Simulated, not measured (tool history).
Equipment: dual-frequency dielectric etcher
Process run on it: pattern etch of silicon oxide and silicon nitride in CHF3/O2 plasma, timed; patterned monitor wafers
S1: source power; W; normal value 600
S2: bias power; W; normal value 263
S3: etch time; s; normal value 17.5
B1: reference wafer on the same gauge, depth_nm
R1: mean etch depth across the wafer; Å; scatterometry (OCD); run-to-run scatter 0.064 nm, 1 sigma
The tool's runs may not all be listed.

run 1 hour=0.0 | S1=600 S2=263 S3=17.5 | B1=27.42 | R1=300.5
run 2 hour=12.8 | S1=600 S2=243 S3=17.5 | B1=27.41 | R1=286.9
run 3 hour=30.7 | S1=600 S2=243 S3=17.5 | B1=27.41 | R1=288.0
run 4 hour=48.1 | S1=600 S2=263 S3=17.5 | B1=27.41 | R1=299.3
run 5 hour=58.3 | S1=600 S2=263 S3=17.5 | B1=27.39 | R1=300.7
run 6 hour=68.0 | S1=600 S2=263 S3=17.5 | B1=27.40 | R1=299.3
run 7 hour=105.0 | S1=600 S2=263 S3=21.5 | B1=27.40 | R1=368.5
-- hour=132.4 upper electrode replaced, of another model than before
run 8 hour=132.9 | S1=600 S2=263 S3=21.5 | B1=27.40 | R1=366.9
run 9 hour=133.2 | S1=600 S2=263 S3=21.5 | B1=27.40 | R1=368.6
-- hour=156.9 wet clean of the chamber
run 10 hour=157.4 | S1=600 S2=288 S3=17.5 | B1=27.41 | R1=325.5
run 11 hour=157.8 | S1=600 S2=288 S3=17.5 | B1=27.40 | R1=325.8
-- hour=158.6 gauge calibrated
run 12 hour=160.5 | S1=600 S2=288 S3=17.5 | B1=27.40 | R1=325.0
run 13 hour=171.1 | S1=600 S2=289 S3=17.5 | B1=27.41 | R1=325.5
-- hour=177.8 bias power generator calibrated
run 14 hour=188.7 | S1=600 S2=289 S3=17.5 | B1=27.41 | R1=325.0
run 15 hour=204.5 | S1=600 S2=263 S3=13.0 | B1=27.41 | R1=225.2
run 16 hour=215.4 | S1=710 S2=315 S3=17.5 | B1=27.40 | R1=356.5
run 17 hour=225.8 | S1=600 S2=263 S3=17.5 | B1=27.40 | R1=305.1
run 18 hour=233.1 | S1=680 S2=233 S3=22.0 | B1=27.41 | R1=358.1
run 19 hour=245.2 | S1=600 S2=263 S3=17.5 | B1=27.40 | R1=303.6
run 20 hour=256.6 | S1=560 S2=288 S3=21.5 | B1=27.39 | R1=391.3
-- hour=266.3 source power generator calibrated
run 21 hour=272.5 | S1=450 S2=326 S3=22.0 | B1=27.41 | R1=415.7
run 22 hour=282.2 | S1=450 S2=263 S3=17.5 | B1=27.39 | R1=286.6
run 23 hour=316.0 | S1=540 S2=216 S3=21.5 | B1=27.40 | R1=311.8
run 24 hour=329.9 | S1=600 S2=263 S3=21.5 | B1=27.39 | R1=371.7
run 25 hour=344.8 | S1=600 S2=288 S3=17.5 | B1=27.39 | R1=322.4
run 26 hour=352.3 | S1=480 S2=239 S3=15.5 | B1=27.40 | R1=239.0
run 27 hour=358.9 | S1=700 S2=263 S3=20.5 | B1=27.40 | R1=367.0
run 28 hour=374.1 | S1=600 S2=237 S3=16.0 | B1=27.41 | R1=256.0
run 29 hour=382.1 | S1=600 S2=305 S3=17.5 | B1=27.39 | R1=335.4

Forecast each of these 5 alternatives for the next run:
run A hour=382.5 | S1=600 S2=263 S3=17.5 | B1=? | R1=?
run B hour=382.5 | S1=690 S2=233 S3=17.5 | B1=? | R1=?
run C hour=382.5 | S1=600 S2=263 S3=22.5 | B1=? | R1=?
run D hour=382.5 | S1=460 S2=263 S3=21.5 | B1=? | R1=?
run E hour=382.5 | S1=600 S2=215 S3=17.5 | B1=? | R1=?

run=A B1=27.42 R1=301.9
run=B B1=27.42 R1=283.8
run=C B1=27.42 R1=388.2
run=D B1=27.42 R1=351.9
run=E B1=27.42 R1=257.4
The same runs, with their run-to-run variation unchanged, on a tool lacking any hidden condition would have given:
run=A R1=304.6
run=B R1=286.4
run=C R1=391.6
run=D R1=355.1
run=E R1=259.6
